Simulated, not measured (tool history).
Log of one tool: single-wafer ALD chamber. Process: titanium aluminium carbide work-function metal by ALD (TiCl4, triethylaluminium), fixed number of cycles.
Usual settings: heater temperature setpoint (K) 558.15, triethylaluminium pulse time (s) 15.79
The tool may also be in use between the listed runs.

run,hour,heater temperature setpoint (K),triethylaluminium pulse time (s),"read-back reference wafer on the same gauge, thickness_nm",mean film thickness on the monitor wafer (angstrom)
1,0,570.15,15.79,1.537,19.13
2,80.5,558.15,15.79,1.539,18.2
3,173.8,558.15,15.79,1.544,18.36
4,211.7,558.15,15.79,1.543,18.12
5,316.6,558.15,17.19,1.544,18.3
6,578.4,564.15,15.79,1.541,18.54
# hour 647.2: thermocouple changed; heater temperature recalibrated
7,677.2,547.15,15.79,1.539,17.16
8,779.9,558.15,15.79,1.544,17.84
9,933.2,558.15,15.79,1.542,17.63
10,1010.7,558.15,15.79,1.541,17.46
11,1059,565.15,15.79,1.54,17.8
# hour 1113.8: triethylaluminium bottle replaced
12,1122.2,558.15,19.03,1.542,18.44
13,1225.6,558.15,15.79,1.536,18.4
14,1274.4,546.15,21.47,1.541,17.68
15,1361.9,558.15,15.79,1.539,18.37
16,1414.9,547.15,12.04,1.54,17.08
17,1487.3,558.15,15.79,1.54,18.48
# hour 1507.2: gauge calibrated
18,1523.4,558.15,15.79,1.539,18.38
19,1597.7,547.15,15.79,1.54,17.67
# hour 1647.2: thermocouple changed; heater temperature recalibrated
20,1689.4,548.15,13.87,1.539,17.5
21,1998.4,552.15,9.6,1.54,16.4
22,2089.7,564.15,19.18,1.541,18.96
# hour 2117.8: showerhead replaced
23,2147.1,551.15,10.21,1.54,16.58
24,2306.4,571.15,13.1,1.538,18.96
25,2403.7,569.15,9.78,1.541,17.15
26,2487,572.15,11.5,1.538,18.07
27,2547.7,545.15,20.6,1.543,17.47
28,2650.2,545.15,18.38,1.536,17.46
# hour 2669.2: thermocouple changed; heater temperature recalibrated
29,2742,550.15,21.73,1.542,17.7
30,2809.9,551.15,19.9,1.54,17.75
31,2899.5,550.15,13.19,1.542,16.52
32,2942.4,558.15,15.79,1.54,17.7

5 ways to go on from here, each from the tool as it stands after run 32. What would each give?
A,2942.8,558.15,11.94,?,?
B,2942.8,573.15,21.21,?,?
C,2942.8,545.15,12.2,?,?
D,2942.8,558.15,20.01,?,?
E,2942.8,551.15,18.88,?,?

run,"read-back reference wafer on the same gauge, thickness_nm",mean film thickness on the monitor wafer (angstrom)
A,1.541,16.43
B,1.541,19.48
C,1.541,15.7
D,1.541,18.28
E,1.541,17.68
Without the tool's hidden state the same runs would have given:
run,mean film thickness on the monitor wafer (angstrom)
A,18.16
B,19.7
C,17.26
D,18.57
E,18.04
